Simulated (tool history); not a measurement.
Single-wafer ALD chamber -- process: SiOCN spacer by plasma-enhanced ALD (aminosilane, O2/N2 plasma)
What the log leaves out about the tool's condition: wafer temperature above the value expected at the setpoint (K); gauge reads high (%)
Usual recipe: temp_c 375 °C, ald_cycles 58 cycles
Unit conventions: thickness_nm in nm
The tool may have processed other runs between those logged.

run	hour	temp_c	ald_cycles	wafers since the last listed run	hours since the last thermocouple change	hours since the gauge calibration	read-back reference wafer on the same gauge, thickness_nm	thickness_nm
1	0.0	375	58	0	1867.9	796.2	3.190	3.389
2	31.0	375	58	177	1898.9	827.2	3.192	3.380
3	77.6	375	64	266	1945.5	873.8	3.193	3.752
4	106.1	375	64	162	1974.0	902.3	3.192	3.703
5	162.9	375	64	324	2030.8	959.1	3.202	3.718
6	221.2	378	58	333	2089.1	1017.4	3.205	3.385
7	256.3	378	58	200	2124.2	1052.5	3.203	3.424
8	327.0	378	58	403	2194.9	1123.2	3.213	3.373
9	529.4	375	58	1156	2397.3	1325.6	3.228	3.435
10	585.8	375	58	322	2453.7	1382.0	3.229	3.418
11	643.4	375	58	329	2511.3	1439.6	3.239	3.419
12	681.4	375	58	217	2549.3	1477.6	3.241	3.447
13	720.3	385	58	222	2588.2	1516.5	3.246	3.408
14	777.5	385	58	326	2645.4	1573.7	3.253	3.447
15	823.7	385	58	263	2691.6	1619.9	3.256	3.456
16	855.8	375	58	183	2723.7	1652.0	3.259	3.459
17	884.6	375	58	164	2752.5	1680.8	3.263	3.413
18	921.2	375	58	209	2789.1	1717.4	3.263	3.477
19	971.3	384	58	286	2839.2	1767.5	3.269	3.444
20	995.7	384	58	139	2863.6	1791.9	3.271	3.427
21	1025.3	375	58	169	2893.2	1821.5	3.272	3.447
# hour 1073.7: thermocouple changed; heater temperature recalibrated
22	1078.7	368	64	259	5.0	1874.9	3.284	3.833
23	1124.9	375	63	263	51.2	1921.1	3.286	3.748
24	1194.3	375	64	396	120.6	1990.5	3.296	3.820
25	1260.4	375	55	377	186.7	2056.6	3.301	3.311
26	1322.2	385	65	353	248.5	2118.4	3.311	3.898
27	1373.0	367	47	290	299.3	2169.2	3.319	2.838
28	1428.8	383	58	318	355.1	2225.0	3.326	3.521
29	1468.6	375	58	227	394.9	2264.8	3.335	3.508
# hour 1483.8: gauge calibrated
30	1497.4	366	64	164	423.7	13.6	3.159	3.684
31	1533.8	366	58	207	460.1	50.0	3.160	3.338
32	1638.4	389	47	597	564.7	154.6	3.164	2.737
33	1677.3	382	52	222	603.6	193.5	3.163	2.980
34	1717.1	380	67	227	643.4	233.3	3.160	3.844
35	1743.1	369	63	148	669.4	259.3	3.160	3.652
36	1801.3	379	58	332	727.6	317.5	3.160	3.324
37	1825.5	375	58	138	751.8	341.7	3.165	3.351
38	1867.0	375	53	237	793.3	383.2	3.164	3.048
39	1897.1	387	69	171	823.4	413.3	3.165	3.991
40	1921.2	384	58	137	847.5	437.4	3.163	3.343
41	1954.5	368	58	190	880.8	470.7	3.166	3.381
42	1979.2	375	51	141	905.5	495.4	3.167	2.932
43	2043.6	363	58	367	969.9	559.8	3.168	3.351
44	2112.0	389	67	390	1038.3	628.2	3.171	3.877
45	2175.1	375	58	360	1101.4	691.3	3.174	3.338
46	2202.5	366	48	156	1128.8	718.7	3.176	2.784

The tool's hidden state at each run:
wafer temperature above the value expected at the setpoint (K): 0, the same for each run
H1: gauge reads high (%)
run	H1
1	0.617
2	0.669
3	0.749
4	0.801
5	0.908
6	1.03
7	1.1
8	1.26
9	1.76
10	1.92
11	2.08
12	2.19
13	2.31
14	2.49
15	2.64
16	2.75
17	2.85
18	2.97
19	3.15
20	3.24
21	3.35
22	3.55
23	3.73
24	4
25	4.28
26	4.54
27	4.76
28	5.01
29	5.19
30	-0.349
31	-0.346
32	-0.324
33	-0.311
34	-0.293
35	-0.28
36	-0.246
37	-0.23
38	-0.199
39	-0.175
40	-0.154
41	-0.123
42	-0.099
43	-0.0299
44	0.0528
45	0.138
46	0.177
